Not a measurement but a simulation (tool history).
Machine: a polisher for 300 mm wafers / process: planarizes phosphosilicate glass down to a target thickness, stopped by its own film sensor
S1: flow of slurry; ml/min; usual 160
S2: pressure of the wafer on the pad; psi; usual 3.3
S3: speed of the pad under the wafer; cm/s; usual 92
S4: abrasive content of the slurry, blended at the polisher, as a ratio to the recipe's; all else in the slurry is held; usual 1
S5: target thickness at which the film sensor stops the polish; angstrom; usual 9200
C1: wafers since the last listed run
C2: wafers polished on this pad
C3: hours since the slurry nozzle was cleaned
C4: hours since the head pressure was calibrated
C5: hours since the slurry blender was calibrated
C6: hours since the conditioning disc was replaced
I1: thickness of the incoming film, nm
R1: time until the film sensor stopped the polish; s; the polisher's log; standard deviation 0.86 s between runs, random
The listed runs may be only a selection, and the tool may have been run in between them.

Run 1, day 0: usual settings but S5 7530 angstrom; C1 0; C2 2426; C3 216.8; C4 374.7; C5 282.3; C6 757.3; I1 1537. Result: R1 95.2 s.
At day 1.579: conditioning disc replaced and pad reconditioned.
Run 2, day 4.108: usual settings but S5 7530 angstrom; C1 1299; C2 3725; C3 315.4; C4 473.3; C5 380.9; C6 60.7; I1 1558.2. Result: R1 102.7 s.
Run 3, day 6.796: usual settings; C1 867; C2 4593; C3 379.9; C4 537.8; C5 445.4; C6 125.2; I1 1566.1. Result: R1 82.2 s.
Run 4, day 11.246: usual settings; C1 1436; C2 6030; C3 486.7; C4 644.6; C5 552.2; C6 232; I1 1606.1. Result: R1 87.7 s.
Run 5, day 13.812: usual settings; C1 828; C2 6858; C3 548.3; C4 706.2; C5 613.8; C6 293.6; I1 1585.5. Result: R1 87.6 s.
Run 6, day 17.029: usual settings but S1 115 ml/min, S3 118 cm/s; C1 1038; C2 7897; C3 625.5; C4 783.4; C5 691; C6 370.8; I1 1574.3. Result: R1 78.6 s.
At day 18.792: slurry nozzle cleaned.
Run 7, day 20.025: usual settings but S1 125 ml/min, S2 2.3 psi, S4 0.75, S5 11410 angstrom; C1 953; C2 8851; C3 29.6; C4 855.3; C5 762.9; C6 442.7; I1 1554.6. Result: R1 84.2 s.
At day 22.654: head pressure recalibrated.
Run 8, day 22.825: usual settings; C1 877; C2 9728; C3 96.8; C4 4.1; C5 830.1; C6 509.9; I1 1577.6. Result: R1 82.8 s.
At day 22.917: slurry blender recalibrated.
Run 9, day 26.021: usual settings but S2 4.3 psi, S3 108 cm/s, S4 0.85; C1 1004; C2 10733; C3 173.5; C4 80.8; C5 74.5; C6 586.6; I1 1584.2. Result: R1 64.8 s.
At day 27.1: worn pad replaced by a new one.
At day 31.179: conditioning disc replaced and pad reconditioned.
Run 10, day 39.183: usual settings but S1 135 ml/min, S2 3.8 psi; C1 4168; C2 3874; C3 489.4; C4 396.7; C5 390.4; C6 192.1; I1 1574.7. Result: R1 78.8 s.
Run 11, day 47.458: usual settings; C1 2671; C2 6546; C3 688; C4 595.3; C5 589; C6 390.7; I1 1549.8. Result: R1 85.1 s.
Run 12, day 50.488: usual settings but S2 2.6 psi, S4 1.3; C1 977; C2 7524; C3 760.7; C4 668; C5 661.7; C6 463.4; I1 1590. Result: R1 91.8 s.
At day 51.442: slurry nozzle cleaned.
Run 13, day 53.908: usual settings but S4 0.85; C1 1090; C2 8615; C3 59.2; C4 750.1; C5 743.8; C6 545.5; I1 1586.2. Result: R1 94.5 s.
At day 55.238: slurry blender recalibrated.
At day 55.729: worn pad replaced by a new one.
Run 14, day 58.033: usual settings but S4 0.8; C1 1251; C2 743; C3 158.2; C4 849.1; C5 67.1; C6 644.5; I1 1569.9. Result: R1 87 s.
At day 59.762: conditioning disc replaced and pad reconditioned.
At day 63.804: head pressure recalibrated.
Run 15, day 67.554: usual settings but S1 185 ml/min, S4 0.8, S5 10280 angstrom; C1 3020; C2 3763; C3 386.7; C4 90; C5 295.6; C6 187; I1 1580.8. Result: R1 78.6 s.
Run 16, day 72: usual settings but S5 10780 angstrom; C1 1435; C2 5198; C3 493.4; C4 196.7; C5 402.3; C6 293.7; I1 1575.2. Result: R1 63.6 s.
Run 17, day 73.85: usual settings but S1 180 ml/min, S3 78 cm/s, S4 0.9, S5 7400 angstrom; C1 597; C2 5796; C3 537.8; C4 241.1; C5 446.7; C6 338.1; I1 1547.2. Result: R1 121.9 s.
Run 18, day 77.546: usual settings but S1 115 ml/min, S5 7410 angstrom; C1 1193; C2 6989; C3 626.5; C4 329.8; C5 535.4; C6 426.8; I1 1577. Result: R1 118.4 s.
Run 19, day 80.254: usual settings but S2 2.6 psi; C1 874; C2 7863; C3 691.5; C4 394.8; C5 600.4; C6 491.8; I1 1578.3. Result: R1 105.3 s.
At day 81.917: worn pad replaced by a new one.
At day 83.204: slurry blender recalibrated.
At day 83.717: slurry nozzle cleaned.
Run 20, day 85.092: usual settings but S1 145 ml/min; C1 1467; C2 984; C3 33; C4 510.9; C5 45.3; C6 607.9; I1 1585.6. Result: R1 79.6 s.
Run 21, day 87.275: usual settings but S1 110 ml/min, S2 2.3 psi, S3 110 cm/s, S4 1.1; C1 704; C2 1689; C3 85.4; C4 563.3; C5 97.7; C6 660.3; I1 1577.8. Result: R1 87.3 s.
Run 22, day 89.229: usual settings but S1 105 ml/min, S3 68 cm/s; C1 630; C2 2320; C3 132.3; C4 610.2; C5 144.6; C6 707.2; I1 1572.9. Result: R1 99 s.
Run 23, day 90.925: usual settings but S4 1.2; C1 547; C2 2867; C3 173; C4 650.9; C5 185.3; C6 747.9; I1 1549. Result: R1 68.7 s.
Run 24, day 92.875: usual settings but S4 0.7, S5 10850 angstrom; C1 629; C2 3497; C3 219.8; C4 697.7; C5 232.1; C6 794.7; I1 1595.5. Result: R1 77.8 s.

Run-by-run hidden state of the tool:
removal rate lost through wear of the pad, %: 0 on each run
deviation of the head's pressure from its setpoint, %: 0 on each run
time polished since the conditioner stopped cutting, s: 0 on each run
H1: slurry flow missing at the pad, %
H2: abrasive missing from the slurry, %
run    H1    H2
  1  14.4  11.1
  2  19.8  12.6
  3  23.3  13.3
  4  29.1  14.2
  5  32.4  14.5
  6  36.6  14.8
  7  5.35  15.1
  8  9.01  15.2
  9  13.2  4.97
 10  30.3  12.8
 11  41.1  14.5
 12  45.1  14.8
 13  6.09  15.1
 14  11.5  5.37
 15  23.9  12.1
 16  29.7  13.7
 17  32.1  14.2
 18  36.9  14.9
 19  40.5  15.3
 20  2.79  3.39
 21  5.64  5.74
 22  8.18  7.45
 23  10.4   8.7
 24  12.9   9.9

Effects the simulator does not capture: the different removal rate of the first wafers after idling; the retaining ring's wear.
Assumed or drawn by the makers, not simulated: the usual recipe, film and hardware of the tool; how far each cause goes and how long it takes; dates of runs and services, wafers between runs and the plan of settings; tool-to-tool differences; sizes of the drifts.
